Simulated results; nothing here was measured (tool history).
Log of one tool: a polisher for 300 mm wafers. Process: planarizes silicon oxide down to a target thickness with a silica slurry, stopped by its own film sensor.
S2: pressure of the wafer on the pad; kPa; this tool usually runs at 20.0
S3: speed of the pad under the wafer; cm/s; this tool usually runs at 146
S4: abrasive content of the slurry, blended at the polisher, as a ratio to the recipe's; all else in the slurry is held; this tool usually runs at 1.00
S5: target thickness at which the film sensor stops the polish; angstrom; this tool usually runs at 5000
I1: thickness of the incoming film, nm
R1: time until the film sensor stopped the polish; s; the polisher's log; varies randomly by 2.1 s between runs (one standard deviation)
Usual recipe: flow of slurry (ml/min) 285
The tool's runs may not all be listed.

Run 1, day 0.000: usual settings but S3 174 cm/s; I1 920.5. Result: R1 135.0 s.
Run 2, day 2.088: usual settings; I1 921.6. Result: R1 154.8 s.
At day 2.579: slurry nozzle cleaned.
Run 3, day 4.192: usual settings but S4 0.95; I1 901.7. Result: R1 148.3 s.
Run 4, day 7.058: usual settings; I1 910.5. Result: R1 150.2 s.
At day 7.308: head pressure recalibrated.
Run 5, day 9.388: usual settings but flow of slurry (ml/min) 225, S4 0.80; I1 916.6. Result: R1 195.4 s.
Run 6, day 11.158: usual settings but flow of slurry (ml/min) 225, S4 0.80; I1 925.0. Result: R1 205.7 s.
At day 11.542: worn pad replaced by a new one.
Run 7, day 13.829: usual settings but flow of slurry (ml/min) 225, S4 0.80; I1 922.9. Result: R1 203.8 s.
At day 14.029: conditioning disc replaced and pad reconditioned.
At day 17.225: slurry blender recalibrated.
Run 8, day 17.262: usual settings but S4 1.25; I1 925.9. Result: R1 130.7 s.
Run 9, day 18.446: usual settings but S4 1.25; I1 913.2. Result: R1 126.4 s.
At day 19.879: slurry nozzle cleaned.
Run 10, day 21.004: usual settings; I1 916.8. Result: R1 150.7 s.
Run 11, day 22.196: usual settings; I1 930.2. Result: R1 153.8 s.
At day 22.662: worn pad replaced by a new one.
Run 12, day 24.992: usual settings but S4 0.95; I1 906.7. Result: R1 154.5 s.

Forecast run 13:
At day 26.571: head pressure recalibrated.
Run 13, day 27.096: usual settings but flow of slurry (ml/min) 190, S2 26.2 kPa, S4 0.90, S5 3850 angstrom; I1 917.6. Result: R1 ?.

{"run 13": {"R1": 182.7}}
With the hidden condition absent and the run-to-run variation left alone, this run would have shown R1 166.8 s.

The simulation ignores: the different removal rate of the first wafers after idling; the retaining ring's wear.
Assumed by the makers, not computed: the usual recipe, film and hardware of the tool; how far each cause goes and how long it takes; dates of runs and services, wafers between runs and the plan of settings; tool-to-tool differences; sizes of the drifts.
